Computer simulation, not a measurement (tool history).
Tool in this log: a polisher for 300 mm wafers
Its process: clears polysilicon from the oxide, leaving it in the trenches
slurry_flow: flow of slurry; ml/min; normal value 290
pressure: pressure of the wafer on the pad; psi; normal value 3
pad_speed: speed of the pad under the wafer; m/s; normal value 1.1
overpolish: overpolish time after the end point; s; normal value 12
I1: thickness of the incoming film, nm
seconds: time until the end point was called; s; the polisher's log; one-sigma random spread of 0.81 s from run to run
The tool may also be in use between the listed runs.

{"run": 1, "hour": 0.0, "slurry_flow": 265, "pressure": 3, "pad_speed": 1.1, "overpolish": 12, "I1": 707.2, "seconds": 45.5}
{"hour": 50.0, "done": "head pressure recalibrated"}
{"hour": 50.6, "done": "worn pad replaced by a new one"}
{"run": 2, "hour": 67.2, "slurry_flow": 265, "pressure": 3, "pad_speed": 1.1, "overpolish": 12, "I1": 716.7, "seconds": 44}
{"run": 3, "hour": 118.2, "slurry_flow": 290, "pressure": 3, "pad_speed": 1.1, "overpolish": 12, "I1": 703.9, "seconds": 42.1}
{"run": 4, "hour": 187.1, "slurry_flow": 290, "pressure": 3, "pad_speed": 1.1, "overpolish": 12, "I1": 715.6, "seconds": 44.2}
{"run": 5, "hour": 219.3, "slurry_flow": 290, "pressure": 3, "pad_speed": 1.1, "overpolish": 12, "I1": 709.8, "seconds": 43.2}
{"run": 6, "hour": 247.6, "slurry_flow": 290, "pressure": 3, "pad_speed": 1.1, "overpolish": 12, "I1": 708.5, "seconds": 44.1}
{"run": 7, "hour": 360.2, "slurry_flow": 290, "pressure": 3, "pad_speed": 1.1, "overpolish": 7, "I1": 717, "seconds": 43.6}
{"run": 8, "hour": 408.2, "slurry_flow": 290, "pressure": 3, "pad_speed": 1.1, "overpolish": 7, "I1": 708.6, "seconds": 44.7}
{"run": 9, "hour": 446.4, "slurry_flow": 290, "pressure": 3, "pad_speed": 1.1, "overpolish": 12, "I1": 702.1, "seconds": 43.3}
{"run": 10, "hour": 504.2, "slurry_flow": 290, "pressure": 3, "pad_speed": 0.8, "overpolish": 12, "I1": 722, "seconds": 60}
{"hour": 537.8, "done": "worn pad replaced by a new one"}
{"hour": 544.3, "done": "slurry nozzle cleaned"}
{"hour": 555.3, "done": "head pressure recalibrated"}
{"run": 11, "hour": 659.7, "slurry_flow": 290, "pressure": 3, "pad_speed": 0.96, "overpolish": 17, "I1": 697.1, "seconds": 49.4}
{"run": 12, "hour": 724.5, "slurry_flow": 220, "pressure": 3, "pad_speed": 1.44, "overpolish": 12, "I1": 702.7, "seconds": 33.3}
{"run": 13, "hour": 751.4, "slurry_flow": 195, "pressure": 3, "pad_speed": 0.92, "overpolish": 17, "I1": 706.5, "seconds": 53.1}
{"run": 14, "hour": 818.4, "slurry_flow": 290, "pressure": 3, "pad_speed": 1.1, "overpolish": 12, "I1": 716.2, "seconds": 43.7}
{"run": 15, "hour": 855.6, "slurry_flow": 290, "pressure": 3, "pad_speed": 0.88, "overpolish": 12, "I1": 713.7, "seconds": 53}
{"run": 16, "hour": 888.0, "slurry_flow": 290, "pressure": 2, "pad_speed": 1.1, "overpolish": 12, "I1": 713.3, "seconds": 62.4}
{"run": 17, "hour": 934.3, "slurry_flow": 290, "pressure": 3, "pad_speed": 1.1, "overpolish": 12, "I1": 707.6, "seconds": 43.4}
{"run": 18, "hour": 980.0, "slurry_flow": 190, "pressure": 3, "pad_speed": 1.42, "overpolish": 12, "I1": 702, "seconds": 34.4}
{"run": 19, "hour": 1019.1, "slurry_flow": 290, "pressure": 3, "pad_speed": 1.1, "overpolish": 12, "I1": 702.3, "seconds": 43.4}
{"hour": 1023.1, "done": "slurry nozzle cleaned"}
{"hour": 1028.1, "done": "worn pad replaced by a new one"}
{"run": 20, "hour": 1044.5, "slurry_flow": 290, "pressure": 2.6, "pad_speed": 1.1, "overpolish": 12, "I1": 724.1, "seconds": 44.4}
{"run": 21, "hour": 1091.5, "slurry_flow": 290, "pressure": 3, "pad_speed": 1.1, "overpolish": 12, "I1": 713.1, "seconds": 38.7}
{"run": 22, "hour": 1123.6, "slurry_flow": 290, "pressure": 3.4, "pad_speed": 1.1, "overpolish": 17, "I1": 716.8, "seconds": 33.2}
{"hour": 1126.0, "done": "head pressure recalibrated"}
{"run": 23, "hour": 1164.9, "slurry_flow": 205, "pressure": 3.7, "pad_speed": 0.94, "overpolish": 19, "I1": 702.6, "seconds": 42.1}
{"run": 24, "hour": 1255.3, "slurry_flow": 205, "pressure": 3, "pad_speed": 1.1, "overpolish": 17, "I1": 716.4, "seconds": 43.5}
{"run": 25, "hour": 1326.8, "slurry_flow": 290, "pressure": 3, "pad_speed": 1.1, "overpolish": 12, "I1": 696.4, "seconds": 42.3}
{"run": 26, "hour": 1369.2, "slurry_flow": 290, "pressure": 3, "pad_speed": 0.74, "overpolish": 12, "I1": 723.6, "seconds": 69.6}
{"run": 27, "hour": 1410.1, "slurry_flow": 290, "pressure": 3, "pad_speed": 1.1, "overpolish": 17, "I1": 697.6, "seconds": 42.8}
{"run": 28, "hour": 1453.7, "slurry_flow": 290, "pressure": 3.5, "pad_speed": 1.1, "overpolish": 12, "I1": 706.1, "seconds": 36.7}
{"run": 29, "hour": 1494.3, "slurry_flow": 290, "pressure": 3, "pad_speed": 1.1, "overpolish": 19, "I1": 705.5, "seconds": 44.5}
{"hour": 1498.7, "done": "worn pad replaced by a new one"}
{"hour": 1523.1, "done": "slurry nozzle cleaned"}
{"run": 30, "hour": 1540.1, "slurry_flow": 290, "pressure": 3, "pad_speed": 1.1, "overpolish": 12, "I1": 718.3, "seconds": 39.5}
{"run": 31, "hour": 1587.9, "slurry_flow": 290, "pressure": 3.7, "pad_speed": 1.24, "overpolish": 12, "I1": 708.4, "seconds": 28.8}
{"hour": 1632.7, "done": "head pressure recalibrated"}
{"run": 32, "hour": 1643.8, "slurry_flow": 290, "pressure": 3.7, "pad_speed": 0.9, "overpolish": 19, "I1": 721.6, "seconds": 45.1}
{"run": 33, "hour": 1670.7, "slurry_flow": 200, "pressure": 3, "pad_speed": 0.96, "overpolish": 5, "I1": 718.1, "seconds": 53.6}

Here are 5 independent what-if runs from the current tool condition. What would each one return?
{"run": "A", "hour": 1671.1, "slurry_flow": 290, "pressure": 3, "pad_speed": 1.1, "overpolish": 12, "I1": 709.5, "seconds": "?"}
{"run": "B", "hour": 1671.1, "slurry_flow": 375, "pressure": 2.1, "pad_speed": 0.98, "overpolish": 19, "I1": 709.5, "seconds": "?"}
{"run": "C", "hour": 1671.1, "slurry_flow": 290, "pressure": 3, "pad_speed": 1.46, "overpolish": 12, "I1": 709.5, "seconds": "?"}
{"run": "D", "hour": 1671.1, "slurry_flow": 340, "pressure": 3.7, "pad_speed": 1.1, "overpolish": 6, "I1": 709.5, "seconds": "?"}
{"run": "E", "hour": 1671.1, "slurry_flow": 360, "pressure": 2.5, "pad_speed": 1.1, "overpolish": 15, "I1": 709.5, "seconds": "?"}

run=A seconds=43.3
run=B seconds=66.3
run=C seconds=32.7
run=D seconds=35.3
run=E seconds=50.5
What these runs would have given with no unlogged condition in the tool:
run=A seconds=41.1
run=B seconds=62.8
run=C seconds=30.9
run=D seconds=33.4
run=E seconds=47.9
